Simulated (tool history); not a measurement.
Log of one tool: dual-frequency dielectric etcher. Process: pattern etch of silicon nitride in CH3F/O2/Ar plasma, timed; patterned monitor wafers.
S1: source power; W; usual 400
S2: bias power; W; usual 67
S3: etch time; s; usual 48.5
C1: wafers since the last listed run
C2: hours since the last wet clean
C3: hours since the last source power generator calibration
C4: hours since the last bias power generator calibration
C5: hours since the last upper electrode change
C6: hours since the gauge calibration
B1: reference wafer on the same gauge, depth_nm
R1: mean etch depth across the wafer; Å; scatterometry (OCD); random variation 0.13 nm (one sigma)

| run | hour | S1 | S2 | S3 | C1 | C2 | C3 | C4 | C5 | C6 | B1 | R1 |
|---|---|---|---|---|---|---|---|---|---|---|---|---|
| 1 | 0 | 400 | 67 | 48.5 | 0 | 189.8 | 2068.3 | 4173 | 2952.5 | 48.5 | 31.22 | 314.3 |
| 2 | 12.9 | 400 | 67 | 48.5 | 114 | 202.7 | 2081.2 | 4185.9 | 2965.4 | 61.4 | 31.21 | 314.1 |
| 3 | 27.5 | 400 | 67 | 48.5 | 129 | 217.3 | 2095.8 | 4200.5 | 2980 | 76 | 31.21 | 314.9 |
| 4 | 45.4 | 400 | 67 | 48.5 | 158 | 235.2 | 2113.7 | 4218.4 | 2997.9 | 93.9 | 31.21 | 316.2 |
| 5 | 52.6 | 400 | 76 | 56.5 | 63 | 242.4 | 2120.9 | 4225.6 | 3005.1 | 101.1 | 31.17 | 381.3 |
| 6 | 62 | 400 | 76 | 56.5 | 83 | 251.8 | 2130.3 | 4235 | 3014.5 | 110.5 | 31.19 | 382.9 |
| 7 | 68.4 | 400 | 76 | 56.5 | 56 | 258.2 | 2136.7 | 4241.4 | 3020.9 | 116.9 | 31.17 | 383.3 |
| 8 | 83.8 | 460 | 67 | 48.5 | 136 | 273.6 | 2152.1 | 4256.8 | 3036.3 | 132.3 | 31.22 | 323.2 |
| 9 | 98.4 | 460 | 53 | 48.5 | 129 | 288.2 | 2166.7 | 4271.4 | 3050.9 | 146.9 | 31.21 | 300.4 |
| 10 | 104.8 | 460 | 53 | 48.5 | 56 | 294.6 | 2173.1 | 4277.8 | 3057.3 | 153.3 | 31.22 | 301.9 |
| 11 | 117.3 | 400 | 67 | 54.5 | 110 | 307.1 | 2185.6 | 4290.3 | 3069.8 | 165.8 | 31.19 | 352.1 |
| 12 | 131.5 | 400 | 67 | 54.5 | 125 | 321.3 | 2199.8 | 4304.5 | 3084 | 180 | 31.19 | 358.1 |
| 13 | 139.3 | 400 | 67 | 54.5 | 69 | 329.1 | 2207.6 | 4312.3 | 3091.8 | 187.8 | 31.2 | 354.6 |
| 14 | 154.8 | 400 | 67 | 59.5 | 137 | 344.6 | 2223.1 | 4327.8 | 3107.3 | 203.3 | 31.2 | 389.3 |
| 15 | 171.2 | 400 | 67 | 48.5 | 145 | 361 | 2239.5 | 4344.2 | 3123.7 | 219.7 | 31.19 | 318.1 |
| 16 | 178.8 | 450 | 67 | 48.5 | 67 | 368.6 | 2247.1 | 4351.8 | 3131.3 | 227.3 | 31.19 | 328.3 |
|  | 179.1 | gauge calibrated |
| 17 | 192.5 | 460 | 51 | 58 | 121 | 382.3 | 2260.8 | 4365.5 | 3145 | 13.4 | 31.18 | 357.9 |
| 18 | 199.9 | 400 | 67 | 43.5 | 65 | 389.7 | 2268.2 | 4372.9 | 3152.4 | 20.8 | 31.17 | 287.2 |
|  | 224.1 | upper electrode replaced |
|  | 227.8 | wet clean of the chamber |
| 19 | 228.3 | 400 | 67 | 48.5 | 6 | 0.5 | 2296.6 | 4401.3 | 4.2 | 49.2 | 31.18 | 295.1 |
| 20 | 231.8 | 440 | 75 | 48.5 | 30 | 4 | 2300.1 | 4404.8 | 7.7 | 52.7 | 31.18 | 312.8 |
| 21 | 237.9 | 400 | 77 | 53 | 54 | 10.1 | 2306.2 | 4410.9 | 13.8 | 58.8 | 31.18 | 337.8 |
|  | 245.9 | source power generator calibrated |
| 22 | 249.1 | 400 | 67 | 39.5 | 63 | 21.3 | 3.2 | 4422.1 | 25 | 70 | 31.17 | 239.7 |
|  | 257.5 | bias power generator calibrated |
| 23 | 259.4 | 400 | 67 | 54.5 | 55 | 31.6 | 13.5 | 1.9 | 35.3 | 80.3 | 31.18 | 331.3 |
| 24 | 269.8 | 400 | 67 | 55 | 92 | 42 | 23.9 | 12.3 | 45.7 | 90.7 | 31.21 | 331.3 |
| 25 | 284 | 320 | 51 | 59.5 | 125 | 56.2 | 38.1 | 26.5 | 59.9 | 104.9 | 31.2 | 314.1 |
|  | 316.7 | wet clean of the chamber, repeated, since the last time left the tool worse |
| 26 | 317.2 | 490 | 76 | 58 | 81 | 0.5 | 71.3 | 59.7 | 93.1 | 138.1 | 31.19 | 401.7 |
| 27 | 317.5 | 400 | 82 | 48.5 | 2 | 0.8 | 71.6 | 60 | 93.4 | 138.4 | 31.2 | 331 |
| 28 | 319.2 | 400 | 67 | 48.5 | 15 | 2.5 | 73.3 | 61.7 | 95.1 | 140.1 | 31.21 | 308.8 |
| 29 | 336.5 | 460 | 57 | 56 | 153 | 19.8 | 90.6 | 79 | 112.4 | 157.4 | 31.17 | 354.1 |
| 30 | 347 | 430 | 55 | 39.5 | 92 | 30.3 | 101.1 | 89.5 | 122.9 | 167.9 | 31.21 | 240.4 |
| 31 | 361.2 | 400 | 67 | 48.5 | 125 | 44.5 | 115.3 | 103.7 | 137.1 | 182.1 | 31.16 | 309.1 |

Hidden state at the last listed run before each entry between runs and at the first one after, where it differs:
Between runs 16 and 17: gauge calibrated (hour 179.1)
  etch rate over this chamber's usual, %: 2.79 -> 2.89
  measured less the result without the state, R1: +8.9 -> +10.1 Å
Between runs 18 and 19: upper electrode replaced (hour 224.1); wet clean of the chamber (hour 227.8)
  etch rate over this chamber's usual, %: 2.94 -> -4.74
  measured less the result without the state, R1: +8.2 -> -14.7 Å
Between runs 21 and 22: source power generator calibrated (hour 245.9)
  etch rate over this chamber's usual, %: -4.67 -> -4.59
  measured less the result without the state, R1: -16.5 -> -11.5 Å
Between runs 22 and 23: bias power generator calibrated (hour 257.5)
  etch rate over this chamber's usual, %: -4.59 -> -4.51
  measured less the result without the state, R1: -11.5 -> -15.6 Å
Between runs 25 and 26: wet clean of the chamber, repeated, since the last time left the tool worse (hour 316.7)
  etch rate over this chamber's usual, %: -4.33 -> 0.44
  measured less the result without the state, R1: -14.2 -> +1.8 Å
